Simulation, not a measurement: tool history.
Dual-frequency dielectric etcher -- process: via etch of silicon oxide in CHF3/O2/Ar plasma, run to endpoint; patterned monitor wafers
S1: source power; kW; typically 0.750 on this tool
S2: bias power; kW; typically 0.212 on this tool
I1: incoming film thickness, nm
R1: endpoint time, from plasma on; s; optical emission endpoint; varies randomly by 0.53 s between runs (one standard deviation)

{"run": 1, "hour": 0.0, "S1": 0.81, "S2": 0.19, "I1": 430.1, "R1": 180.2}
{"run": 2, "hour": 27.1, "S1": 0.81, "S2": 0.19, "I1": 431.1, "R1": 180.4}
{"run": 3, "hour": 50.0, "S1": 0.81, "S2": 0.19, "I1": 432.3, "R1": 182.4}
{"run": 4, "hour": 84.7, "S1": 0.75, "S2": 0.212, "I1": 429.6, "R1": 178.4}
{"run": 5, "hour": 116.1, "S1": 0.75, "S2": 0.212, "I1": 431.5, "R1": 179.3}
{"run": 6, "hour": 135.3, "S1": 0.83, "S2": 0.212, "I1": 429.2, "R1": 171.5}
{"run": 7, "hour": 154.4, "S1": 0.75, "S2": 0.212, "I1": 426.5, "R1": 177.8}
{"run": 8, "hour": 190.2, "S1": 0.75, "S2": 0.212, "I1": 431.6, "R1": 180.8}
{"run": 9, "hour": 204.5, "S1": 0.75, "S2": 0.212, "I1": 431.8, "R1": 179.6}
{"run": 10, "hour": 223.3, "S1": 0.75, "S2": 0.212, "I1": 428.9, "R1": 179.2}
{"run": 11, "hour": 245.0, "S1": 0.75, "S2": 0.212, "I1": 431.8, "R1": 180.8}
{"hour": 286.5, "done": "upper electrode replaced"}
{"run": 12, "hour": 287.0, "S1": 0.75, "S2": 0.248, "I1": 434.2, "R1": 171.7}
{"run": 13, "hour": 287.4, "S1": 0.75, "S2": 0.248, "I1": 431.1, "R1": 171.0}
{"run": 14, "hour": 319.3, "S1": 0.75, "S2": 0.212, "I1": 425.9, "R1": 181.1}
{"run": 15, "hour": 345.2, "S1": 0.75, "S2": 0.212, "I1": 431.1, "R1": 182.2}
{"run": 16, "hour": 360.6, "S1": 0.75, "S2": 0.212, "I1": 434.5, "R1": 184.7}
{"run": 17, "hour": 379.5, "S1": 0.94, "S2": 0.178, "I1": 435.3, "R1": 182.2}
{"run": 18, "hour": 409.2, "S1": 0.88, "S2": 0.258, "I1": 428.3, "R1": 158.3}
{"hour": 441.3, "done": "wet clean of the chamber"}
{"run": 19, "hour": 441.8, "S1": 0.75, "S2": 0.212, "I1": 430.4, "R1": 179.4}
{"run": 20, "hour": 442.2, "S1": 0.89, "S2": 0.166, "I1": 434.4, "R1": 186.6}
{"run": 21, "hour": 476.4, "S1": 0.62, "S2": 0.25, "I1": 431.1, "R1": 177.9}
{"run": 22, "hour": 510.8, "S1": 0.92, "S2": 0.241, "I1": 431.3, "R1": 158.9}
{"run": 23, "hour": 526.6, "S1": 0.87, "S2": 0.229, "I1": 434.7, "R1": 165.8}
{"run": 24, "hour": 541.4, "S1": 0.59, "S2": 0.241, "I1": 427.6, "R1": 183.6}
{"run": 25, "hour": 563.5, "S1": 0.57, "S2": 0.193, "I1": 432.7, "R1": 207.6}
{"hour": 579.1, "done": "bias power generator calibrated"}
{"run": 26, "hour": 595.1, "S1": 0.57, "S2": 0.191, "I1": 431.1, "R1": 207.9}
{"hour": 646.0, "done": "source power generator calibrated"}
{"run": 27, "hour": 681.4, "S1": 0.59, "S2": 0.26, "I1": 429.6, "R1": 182.0}
{"run": 28, "hour": 701.0, "S1": 0.75, "S2": 0.212, "I1": 432.4, "R1": 183.0}
{"run": 29, "hour": 727.8, "S1": 0.75, "S2": 0.186, "I1": 435.2, "R1": 194.7}
{"run": 30, "hour": 752.8, "S1": 0.75, "S2": 0.161, "I1": 427.3, "R1": 202.2}
{"run": 31, "hour": 786.0, "S1": 0.62, "S2": 0.185, "I1": 433.4, "R1": 208.9}
{"run": 32, "hour": 812.8, "S1": 0.75, "S2": 0.212, "I1": 427.4, "R1": 182.6}
{"run": 33, "hour": 829.4, "S1": 0.61, "S2": 0.166, "I1": 431.6, "R1": 218.7}
{"run": 34, "hour": 842.8, "S1": 0.88, "S2": 0.251, "I1": 436.1, "R1": 163.6}
{"run": 35, "hour": 873.8, "S1": 0.87, "S2": 0.229, "I1": 431.2, "R1": 170.5}

Difference, measured minus no-hidden-state, one row per run. Run-to-run variation is common to both terms; the gauge's own scatter need not be:
Hidden state present: etch rate over this chamber's usual, %; source power that arrives over what is set, %; bias power that arrives over what is set, %.
run=1 R1=+0.0
run=2 R1=+0.4
run=3 R1=+0.7
run=4 R1=+1.1
run=5 R1=+1.7
run=6 R1=+1.8
run=7 R1=+2.1
run=8 R1=+2.7
run=9 R1=+2.9
run=10 R1=+3.2
run=11 R1=+3.5
run=12 R1=+3.9
run=13 R1=+3.8
run=14 R1=+4.5
run=15 R1=+5.0
run=16 R1=+5.3
run=17 R1=+5.4
run=18 R1=+5.1
run=19 R1=+1.2
run=20 R1=+1.2
run=21 R1=+1.6
run=22 R1=+1.9
run=23 R1=+2.1
run=24 R1=+2.6
run=25 R1=+3.4
run=26 R1=+3.9
run=27 R1=+4.6
run=28 R1=+5.0
run=29 R1=+5.6
run=30 R1=+6.2
run=31 R1=+7.0
run=32 R1=+6.5
run=33 R1=+8.1
run=34 R1=+6.2
run=35 R1=+6.9
